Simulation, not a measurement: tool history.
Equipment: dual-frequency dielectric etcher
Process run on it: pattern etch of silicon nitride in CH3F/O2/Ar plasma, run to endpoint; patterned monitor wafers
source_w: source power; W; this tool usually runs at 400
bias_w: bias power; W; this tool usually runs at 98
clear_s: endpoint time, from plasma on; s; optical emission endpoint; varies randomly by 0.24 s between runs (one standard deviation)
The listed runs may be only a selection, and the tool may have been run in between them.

run	hour	source_w	bias_w	incoming incoming film thickness, nm	clear_s
1	0	400	98	35.13	51.4
2	9.2	400	98	34.94	51.4
3	23.8	400	98	34.99	51.3
4	31.5	400	98	34.59	50.8
5	47.7	400	98	34.63	51.3
6	63.7	400	98	34.58	51
7	70.9	400	98	35.01	51.6
8	86.2	400	98	34.43	50.8
9	103.1	400	106	34.76	50.6
10	112.5	400	106	35.01	50.6
# hour 151.7: wet clean of the chamber
11	156.2	400	106	34.96	48.8
12	173	340	98	35.08	53.9
13	189.7	480	113	35.39	44.5
14	204.8	450	77	34.94	50.1
15	251.1	340	117	34.84	51
# hour 275.2: upper electrode replaced
16	275.7	320	98	34.82	55.9
# hour 298: source power generator calibrated
# hour 302.4: bias power generator calibrated
17	312.1	490	81	34.75	47.6
18	320.8	400	98	34.94	50.2
19	331.8	490	117	34.87	43.8
20	338.3	440	108	35.1	46.9
21	355.3	400	98	34.92	50.1
22	369.1	400	116	34.97	48
23	384.3	400	98	34.87	50.6
24	392.7	400	89	34.88	51.4
25	402	450	98	35.02	47.9

What was the tool's hidden state at every run in the log?
source power that arrives over what is set, %: 0 at every run
bias power that arrives over what is set, %: 0 at every run
H1: etch rate over this chamber's usual, %
run	H1
1	-3.07
2	-3.15
3	-3.29
4	-3.36
5	-3.52
6	-3.67
7	-3.74
8	-3.88
9	-4.04
10	-4.13
11	0.339
12	0.18
13	0.0216
14	-0.121
15	-0.56
16	-0.793
17	-1.14
18	-1.22
19	-1.32
20	-1.39
21	-1.55
22	-1.68
23	-1.82
24	-1.9
25	-1.99

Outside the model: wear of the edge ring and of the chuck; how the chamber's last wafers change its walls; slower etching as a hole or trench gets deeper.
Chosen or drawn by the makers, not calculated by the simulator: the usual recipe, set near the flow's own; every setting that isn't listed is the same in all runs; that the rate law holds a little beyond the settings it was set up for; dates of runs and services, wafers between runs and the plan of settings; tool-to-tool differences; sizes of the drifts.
